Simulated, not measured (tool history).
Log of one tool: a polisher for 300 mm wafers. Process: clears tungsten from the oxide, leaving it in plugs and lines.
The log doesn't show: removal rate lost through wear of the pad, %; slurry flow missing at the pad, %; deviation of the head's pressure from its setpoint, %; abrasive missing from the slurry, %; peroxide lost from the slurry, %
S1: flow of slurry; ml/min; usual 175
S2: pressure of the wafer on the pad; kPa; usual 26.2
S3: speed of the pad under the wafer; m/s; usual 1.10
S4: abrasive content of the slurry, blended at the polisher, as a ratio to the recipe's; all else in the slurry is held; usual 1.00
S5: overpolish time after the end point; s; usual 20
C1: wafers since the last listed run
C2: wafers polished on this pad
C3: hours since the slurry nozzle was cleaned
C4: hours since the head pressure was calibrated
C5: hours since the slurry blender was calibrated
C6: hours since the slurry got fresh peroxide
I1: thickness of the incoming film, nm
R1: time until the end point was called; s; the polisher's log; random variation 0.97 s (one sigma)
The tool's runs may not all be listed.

run,hour,S1,S2,S3,S4,S5,C1,C2,C3,C4,C5,C6,I1,R1
1,0.0,175,26.2,1.10,1.00,20,0,2254,131.2,497.7,71.8,574.1,408.6,65.4
2,39.4,175,26.2,1.10,1.00,20,208,2462,170.6,537.1,111.2,613.5,410.3,65.6
# hour 83.1: slurry tank refilled with fresh slurry and peroxide
3,96.7,175,26.2,1.10,1.00,20,298,2761,227.9,594.4,168.5,13.6,402.1,64.1
# hour 183.3: worn pad replaced by a new one
4,194.5,175,26.2,1.10,1.00,20,497,59,325.7,692.2,266.3,111.4,407.2,66.7
5,301.9,175,26.2,1.10,1.00,20,569,628,433.1,799.6,373.7,218.8,406.8,66.9
6,368.9,175,26.2,1.10,1.00,20,355,984,500.1,866.6,440.7,285.8,412.0,70.6
# hour 437.6: slurry nozzle cleaned
7,473.1,175,26.2,1.10,1.00,27,547,1531,35.5,970.8,544.9,390.0,407.3,64.6
8,557.1,175,26.2,1.10,1.00,27,445,1976,119.5,1054.8,628.9,474.0,416.9,67.9
# hour 583.0: slurry blender recalibrated
9,605.3,175,26.2,1.10,1.00,27,244,2221,167.7,1103.0,22.3,522.2,411.3,67.5
10,654.4,135,26.2,1.10,1.10,8,260,2481,216.8,1152.1,71.4,571.3,411.0,66.9
# hour 706.7: slurry tank refilled with fresh slurry and peroxide
# hour 723.8: worn pad replaced by a new one
11,729.1,175,26.2,1.10,0.85,20,369,28,291.5,1226.8,146.1,22.4,411.3,72.8
12,811.3,175,26.2,1.10,1.00,20,435,464,373.7,1309.0,228.3,104.6,413.6,68.6
13,894.9,155,26.2,1.10,1.00,20,443,907,457.3,1392.6,311.9,188.2,410.1,71.2
# hour 903.1: head pressure recalibrated
14,997.5,175,19.3,1.10,1.00,12,533,1440,559.9,94.4,414.5,290.8,412.2,97.9
# hour 1068.2: slurry nozzle cleaned
15,1096.6,130,23.4,1.10,1.00,13,520,1960,28.4,193.5,513.6,389.9,410.9,78.3
16,1142.4,175,33.1,1.10,1.00,20,242,2203,74.2,239.3,559.4,435.7,405.9,52.7
# hour 1184.8: slurry blender recalibrated
17,1232.1,115,30.3,1.10,1.15,20,464,2668,163.9,329.0,47.3,525.4,415.6,62.1
18,1299.1,175,26.2,0.86,1.00,31,355,3023,230.9,396.0,114.3,592.4,416.0,86.6
# hour 1316.1: slurry tank refilled with fresh slurry and peroxide
# hour 1337.1: worn pad replaced by a new one
19,1359.1,175,26.2,0.82,1.00,20,291,116,290.9,456.0,174.3,43.0,405.1,93.0
20,1451.4,120,26.2,1.10,1.00,29,489,606,383.2,548.3,266.6,135.3,410.0,74.6
21,1519.3,145,26.2,1.38,1.00,20,359,966,451.1,616.2,334.5,203.2,413.9,59.3
# hour 1588.4: slurry nozzle cleaned
22,1593.9,175,20.0,1.34,1.00,20,390,1356,5.5,690.8,409.1,277.8,406.6,70.3
23,1647.5,175,26.2,1.10,1.00,20,284,1640,59.1,744.4,462.7,331.4,406.5,64.4
# hour 1882.1: slurry blender recalibrated
# hour 1894.3: slurry tank refilled with fresh slurry and peroxide
24,1923.3,175,26.2,1.10,1.00,20,1446,3086,334.9,1020.2,41.2,29.0,411.7,68.4
# hour 1953.7: worn pad replaced by a new one
25,1996.6,175,22.8,1.32,1.00,20,367,227,408.2,1093.5,114.5,102.3,405.0,67.0
26,2044.8,135,29.6,1.10,1.00,20,255,482,456.4,1141.7,162.7,150.5,402.9,63.9
# hour 2132.1: slurry nozzle cleaned
27,2317.5,175,26.2,1.10,1.00,20,1440,1923,185.4,1414.4,435.4,423.2,404.5,67.9

Forecast each of these 3 alternatives for the next run:
A,2317.9,175,26.2,1.10,0.75,20,2,1925,185.8,1414.8,435.8,423.6,406.8,?
B,2317.9,175,24.1,1.10,1.20,20,2,1925,185.8,1414.8,435.8,423.6,406.8,?
C,2317.9,205,22.1,1.10,1.15,30,2,1925,185.8,1414.8,435.8,423.6,406.8,?

run,R1
A,73.5
B,68.9
C,74.3
Without the tool's hidden state the same runs would have given:
run,R1
A,71.6
B,67.2
C,72.6
